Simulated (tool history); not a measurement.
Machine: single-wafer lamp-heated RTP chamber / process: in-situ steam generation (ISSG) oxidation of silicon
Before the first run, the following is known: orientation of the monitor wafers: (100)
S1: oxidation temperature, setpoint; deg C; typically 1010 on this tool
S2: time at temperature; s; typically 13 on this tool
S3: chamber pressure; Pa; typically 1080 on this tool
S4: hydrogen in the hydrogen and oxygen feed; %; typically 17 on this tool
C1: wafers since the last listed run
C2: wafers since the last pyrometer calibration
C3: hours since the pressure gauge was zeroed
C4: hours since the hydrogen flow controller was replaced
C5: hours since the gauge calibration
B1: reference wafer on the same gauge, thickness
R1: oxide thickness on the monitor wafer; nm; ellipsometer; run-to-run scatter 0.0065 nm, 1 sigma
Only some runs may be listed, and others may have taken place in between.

Run 1, hour 0.0: usual settings; C1 0; C2 2936; C3 3074.9; C4 3283.4; C5 512.3; B1 3.497. Result: R1 4.380 nm.
Run 2, hour 16.4: usual settings; C1 166; C2 3102; C3 3091.3; C4 3299.8; C5 528.7; B1 3.501. Result: R1 4.385 nm.
Run 3, hour 22.9: usual settings; C1 65; C2 3168; C3 3097.8; C4 3306.3; C5 535.2; B1 3.498. Result: R1 4.399 nm.
Run 4, hour 37.9: usual settings; C1 152; C2 3320; C3 3112.8; C4 3321.3; C5 550.2; B1 3.498. Result: R1 4.383 nm.
Run 5, hour 46.3: usual settings; C1 85; C2 3405; C3 3121.2; C4 3329.7; C5 558.6; B1 3.500. Result: R1 4.388 nm.
Run 6, hour 54.9: usual settings but S1 1003 deg C, S2 16 s; C1 87; C2 3492; C3 3129.8; C4 3338.3; C5 567.2; B1 3.501. Result: R1 4.702 nm.
Run 7, hour 72.1: usual settings but S1 1003 deg C, S2 16 s; C1 174; C2 3667; C3 3147.0; C4 3355.5; C5 584.4; B1 3.500. Result: R1 4.705 nm.
Run 8, hour 80.5: usual settings but S1 1003 deg C, S2 16 s; C1 85; C2 3752; C3 3155.4; C4 3363.9; C5 592.8; B1 3.500. Result: R1 4.707 nm.
Run 9, hour 96.7: usual settings; C1 164; C2 3916; C3 3171.6; C4 3380.1; C5 609.0; B1 3.500. Result: R1 4.409 nm.
Run 10, hour 105.8: usual settings but S1 1003 deg C, S3 1227 Pa, S4 11 %; C1 92; C2 4009; C3 3180.7; C4 3389.2; C5 618.1; B1 3.496. Result: R1 3.855 nm.
Run 11, hour 119.9: usual settings but S3 933 Pa, S4 12 %; C1 143; C2 4152; C3 3194.8; C4 3403.3; C5 632.2; B1 3.499. Result: R1 4.029 nm.
At hour 128.4: hydrogen flow controller replaced.
Run 12, hour 131.4: usual settings but S1 1024 deg C, S3 1200 Pa; C1 35; C2 4187; C3 3206.3; C4 3.0; C5 643.7; B1 3.501. Result: R1 4.645 nm.
At hour 143.8: pressure gauge zeroed.
Run 13, hour 144.3: usual settings; C1 49; C2 4237; C3 0.5; C4 15.9; C5 656.6; B1 3.501. Result: R1 4.422 nm.
Run 14, hour 153.2: usual settings but S1 1018 deg C; C1 90; C2 4327; C3 9.4; C4 24.8; C5 665.5; B1 3.499. Result: R1 4.568 nm.
At hour 158.7: gauge calibrated.
At hour 169.9: pyrometer window cleaned and pyrometer calibrated.
Run 15, hour 170.4: usual settings but S4 20 %; C1 93; C2 5; C3 26.6; C4 42.0; C5 11.7; B1 3.500. Result: R1 4.507 nm.
Run 16, hour 171.5: usual settings but S2 10 s, S4 25 %; C1 11; C2 16; C3 27.7; C4 43.1; C5 12.8; B1 3.500. Result: R1 4.251 nm.
Run 17, hour 180.6: usual settings but S1 1016 deg C, S2 18 s, S4 23 %; C1 92; C2 108; C3 36.8; C4 52.2; C5 21.9; B1 3.498. Result: R1 5.569 nm.
Run 18, hour 194.5: usual settings but S1 1018 deg C, S2 10 s, S3 1173 Pa; C1 141; C2 249; C3 50.7; C4 66.1; C5 35.8; B1 3.499. Result: R1 3.941 nm.
Run 19, hour 206.8: usual settings; C1 124; C2 374; C3 63.0; C4 78.4; C5 48.1; B1 3.499. Result: R1 4.344 nm.
Run 20, hour 223.6: usual settings but S1 999 deg C, S2 17 s, S4 11 %; C1 170; C2 544; C3 79.8; C4 95.2; C5 64.9; B1 3.500. Result: R1 4.257 nm.
Run 21, hour 234.3: usual settings but S2 10 s, S3 933 Pa, S4 11 %; C1 108; C2 653; C3 90.5; C4 105.9; C5 75.6; B1 3.502. Result: R1 3.448 nm.
Run 22, hour 245.0: usual settings but S1 1025 deg C, S2 15 s, S3 920 Pa, S4 11 %; C1 108; C2 761; C3 101.2; C4 116.6; C5 86.3; B1 3.502. Result: R1 4.422 nm.
Run 23, hour 262.3: usual settings but S1 1001 deg C, S2 8 s, S3 1160 Pa; C1 175; C2 937; C3 118.5; C4 133.9; C5 103.6; B1 3.502. Result: R1 3.394 nm.
Run 24, hour 273.5: usual settings; C1 113; C2 1050; C3 129.7; C4 145.1; C5 114.8; B1 3.498. Result: R1 4.335 nm.
Run 25, hour 285.0: usual settings but S3 920 Pa; C1 116; C2 1167; C3 141.2; C4 156.6; C5 126.3; B1 3.500. Result: R1 4.301 nm.
Run 26, hour 292.5: usual settings but S1 997 deg C, S2 8 s; C1 76; C2 1243; C3 148.7; C4 164.1; C5 133.8; B1 3.500. Result: R1 3.368 nm.
Run 27, hour 307.4: usual settings but S2 16 s; C1 151; C2 1394; C3 163.6; C4 179.0; C5 148.7; B1 3.503. Result: R1 4.782 nm.
Run 28, hour 315.2: usual settings but S4 26 %; C1 79; C2 1473; C3 171.4; C4 186.8; C5 156.5; B1 3.503. Result: R1 4.840 nm.
Run 29, hour 330.2: usual settings but S1 995 deg C, S2 8 s, S3 1000 Pa, S4 14 %; C1 152; C2 1626; C3 186.4; C4 201.8; C5 171.5; B1 3.501. Result: R1 3.191 nm.
Run 30, hour 340.3: usual settings; C1 102; C2 1728; C3 196.5; C4 211.9; C5 181.6; B1 3.498. Result: R1 4.347 nm.
Run 31, hour 351.4: usual settings but S1 997 deg C, S3 960 Pa; C1 112; C2 1841; C3 207.6; C4 223.0; C5 192.7; B1 3.503. Result: R1 4.123 nm.
Run 32, hour 362.1: usual settings but S1 1026 deg C, S2 11 s, S4 12 %; C1 108; C2 1949; C3 218.3; C4 233.7; C5 203.4; B1 3.498. Result: R1 3.949 nm.

What the log doesn't show, run by run:
true pressure minus gauge reading, Torr: 0 at every run
deviation of the hydrogen flow from its setpoint, %: 0 at every run
gauge reads high (%): 0 at every run
H1: true wafer temperature minus pyrometer reading, K
run      H1
  1    2.55
  2    2.77
  3    2.86
  4    3.08
  5     3.2
  6    3.34
  7    3.61
  8    3.75
  9    4.03
 10    4.19
 11    4.45
 12    4.66
 13    4.91
 14    5.09
 15  0.0512
 16  0.0513
 17  0.0538
 18  0.0649
 19  0.0821
 20   0.117
 21   0.145
 22   0.179
 23   0.245
 24   0.294
 25   0.351
 26   0.392
 27    0.48
 28    0.53
 29   0.634
 30   0.709
 31   0.798
 32   0.888

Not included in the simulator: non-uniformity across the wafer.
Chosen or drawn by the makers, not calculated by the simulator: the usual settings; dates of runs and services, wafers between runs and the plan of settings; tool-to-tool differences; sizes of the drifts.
